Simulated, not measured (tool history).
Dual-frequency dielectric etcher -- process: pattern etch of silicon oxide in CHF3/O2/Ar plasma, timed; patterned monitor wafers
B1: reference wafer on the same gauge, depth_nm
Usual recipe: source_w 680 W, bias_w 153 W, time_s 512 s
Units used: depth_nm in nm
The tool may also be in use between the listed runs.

Run 1, hour 0: usual settings but bias_w 131 W; B1 971.7. Result: depth_nm 1004.6 nm.
Run 2, hour 46.7: usual settings but bias_w 131 W; B1 970.8. Result: depth_nm 1004.2 nm.
Run 3, hour 139.3: usual settings; B1 971.6. Result: depth_nm 1036.8 nm.
At hour 196: wet clean of the chamber.
Run 4, hour 198.8: usual settings; B1 969.4. Result: depth_nm 1043.5 nm.
Run 5, hour 250: usual settings; B1 970.1. Result: depth_nm 1037.9 nm.
Run 6, hour 332.7: usual settings; B1 969.3. Result: depth_nm 1038.8 nm.
Run 7, hour 390.2: usual settings; B1 968.1. Result: depth_nm 1038.6 nm.
Run 8, hour 468.3: usual settings but bias_w 126 W; B1 968.2. Result: depth_nm 998.3 nm.
At hour 568.1: wet clean of the chamber.
Run 9, hour 568.6: usual settings but bias_w 126 W; B1 967.9. Result: depth_nm 991.5 nm.
Run 10, hour 648.6: usual settings; B1 967.4. Result: depth_nm 1038.2 nm.
Run 11, hour 702.2: usual settings; B1 967.9. Result: depth_nm 1038.8 nm.
Run 12, hour 795.3: usual settings; B1 966.7. Result: depth_nm 1035.5 nm.
At hour 865.1: source power generator calibrated.
Run 13, hour 871.2: usual settings but bias_w 139 W; B1 967.1. Result: depth_nm 1018.6 nm.
At hour 887.7: gauge calibrated.
At hour 927.9: wet clean of the chamber.
Run 14, hour 934.5: usual settings; B1 978.1. Result: depth_nm 1045.2 nm.
Run 15, hour 998.9: usual settings but bias_w 141 W, time_s 429 s; B1 977. Result: depth_nm 863.1 nm.
Run 16, hour 1042.9: usual settings but source_w 610 W; B1 973.8. Result: depth_nm 1011.5 nm.
Run 17, hour 1130.2: usual settings but time_s 379 s; B1 972. Result: depth_nm 770.4 nm.
Run 18, hour 1275.9: usual settings but source_w 810 W, bias_w 142 W; B1 970.5. Result: depth_nm 1077.1 nm.
At hour 1360: wet clean of the chamber.
Run 19, hour 1376.2: usual settings; B1 968.8. Result: depth_nm 1039.9 nm.
At hour 1415.3: upper electrode replaced.
Run 20, hour 1416.8: usual settings but source_w 730 W; B1 969.1. Result: depth_nm 1062.6 nm.
Run 21, hour 1455.6: usual settings but bias_w 138 W, time_s 624 s; B1 968.7. Result: depth_nm 1237.7 nm.
At hour 1498.6: bias power generator calibrated.
Run 22, hour 1542.6: usual settings but source_w 740 W, bias_w 136 W, time_s 386 s; B1 966.3. Result: depth_nm 779.5 nm.
Run 23, hour 1581: usual settings but bias_w 131 W; B1 967.5. Result: depth_nm 1001.2 nm.
Run 24, hour 1620.5: usual settings but source_w 770 W, time_s 420.5 s; B1 967.5. Result: depth_nm 886.1 nm.
Run 25, hour 1680.3: usual settings but source_w 750 W, bias_w 137 W; B1 966.4. Result: depth_nm 1038.1 nm.
At hour 1762.4: wet clean of the chamber.
Run 26, hour 1773.5: usual settings but source_w 610 W; B1 965.9. Result: depth_nm 1001.7 nm.
Run 27, hour 1848.9: usual settings but source_w 520 W, bias_w 189 W, time_s 413 s; B1 965.7. Result: depth_nm 821.9 nm.
Run 28, hour 1904.1: usual settings; B1 965.3. Result: depth_nm 1034.6 nm.
Run 29, hour 1979.8: usual settings but bias_w 179 W, time_s 595.5 s; B1 964.3. Result: depth_nm 1250.4 nm.

4 ways to go on from here, each from the tool as it stands after run 29. What would each give?
Run A, hour 1980.4: usual settings but source_w 800 W; B1 ?. Result: depth_nm ?.
Run B, hour 1980.4: usual settings but source_w 620 W; B1 ?. Result: depth_nm ?.
Run C, hour 1980.4: usual settings but source_w 540 W, bias_w 180 W, time_s 411 s; B1 ?. Result: depth_nm ?.
Run D, hour 1980.4: usual settings but source_w 780 W; B1 ?. Result: depth_nm ?.

run     B1  depth_nm
  A  964.5    1085.1
  B  964.5    1006.2
  C  964.5     810.5
  D  964.5    1076.8
Without the tool's unlogged condition, the same runs would have read:
run  depth_nm
  A    1102.2
  B      1022
  C     823.2
  D    1093.7
